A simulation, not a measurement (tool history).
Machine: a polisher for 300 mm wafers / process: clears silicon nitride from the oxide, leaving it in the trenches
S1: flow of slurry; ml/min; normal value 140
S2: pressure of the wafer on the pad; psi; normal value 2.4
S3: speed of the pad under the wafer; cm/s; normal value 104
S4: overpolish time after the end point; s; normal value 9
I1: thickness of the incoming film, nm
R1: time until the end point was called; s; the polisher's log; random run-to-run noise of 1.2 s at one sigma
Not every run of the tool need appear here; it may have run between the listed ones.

run 1 day=0.000 | S1=140 S2=2.4 S3=104 S4=9 | I1=88.9 | R1=108.0
run 2 day=2.767 | S1=140 S2=2.4 S3=104 S4=9 | I1=90.0 | R1=109.3
run 3 day=6.596 | S1=140 S2=2.4 S3=124 S4=11 | I1=89.0 | R1=94.1
-- day=6.867 worn pad replaced by a new one
run 4 day=8.554 | S1=140 S2=2.4 S3=104 S4=9 | I1=90.1 | R1=107.4
-- day=8.779 slurry nozzle cleaned
run 5 day=13.004 | S1=140 S2=2.4 S3=104 S4=9 | I1=88.9 | R1=105.0
run 6 day=14.575 | S1=160 S2=2.4 S3=104 S4=9 | I1=90.1 | R1=105.6
-- day=18.079 worn pad replaced by a new one
run 7 day=18.512 | S1=140 S2=2.4 S3=104 S4=9 | I1=90.7 | R1=106.7
run 8 day=20.975 | S1=140 S2=2.4 S3=104 S4=9 | I1=90.0 | R1=109.2
run 9 day=25.208 | S1=140 S2=2.4 S3=104 S4=9 | I1=91.5 | R1=109.5
run 10 day=28.812 | S1=140 S2=2.4 S3=104 S4=9 | I1=91.8 | R1=110.9
-- day=29.538 worn pad replaced by a new one
-- day=30.967 head pressure recalibrated
run 11 day=31.629 | S1=140 S2=2.4 S3=104 S4=9 | I1=90.0 | R1=106.9
run 12 day=33.492 | S1=105 S2=2.7 S3=104 S4=9 | I1=89.7 | R1=99.0
run 13 day=36.271 | S1=140 S2=3.0 S3=84 S4=12 | I1=89.8 | R1=98.4
run 14 day=38.558 | S1=140 S2=2.4 S3=134 S4=9 | I1=89.7 | R1=87.9
-- day=42.504 worn pad replaced by a new one
run 15 day=42.608 | S1=140 S2=2.4 S3=104 S4=9 | I1=90.0 | R1=106.4
run 16 day=46.217 | S1=140 S2=2.4 S3=70 S4=9 | I1=90.2 | R1=142.3
-- day=46.588 slurry nozzle cleaned
run 17 day=50.279 | S1=175 S2=2.0 S3=90 S4=7 | I1=91.2 | R1=139.3
run 18 day=52.012 | S1=140 S2=1.8 S3=104 S4=4 | I1=91.5 | R1=145.5
-- day=53.625 worn pad replaced by a new one
run 19 day=55.050 | S1=140 S2=2.4 S3=104 S4=9 | I1=89.4 | R1=106.5
run 20 day=56.683 | S1=175 S2=2.0 S3=90 S4=7 | I1=88.9 | R1=138.3
run 21 day=58.792 | S1=140 S2=2.0 S3=104 S4=11 | I1=90.0 | R1=127.6

Consider 3 possible next runs. They are alternatives, not a sequence: every one starts from the tool as it was left by run 21. What does each give?
run A day=58.812 | S1=95 S2=2.4 S3=104 S4=9 | I1=89.2 | R1=?
run B day=58.812 | S1=140 S2=2.1 S3=68 S4=7 | I1=89.2 | R1=?
run C day=58.812 | S1=140 S2=2.4 S3=104 S4=6 | I1=89.2 | R1=?

run=A R1=115.6
run=B R1=163.8
run=C R1=106.5
With no hidden state in the tool, these same runs would have given:
run=A R1=115.6
run=B R1=163.8
run=C R1=106.5
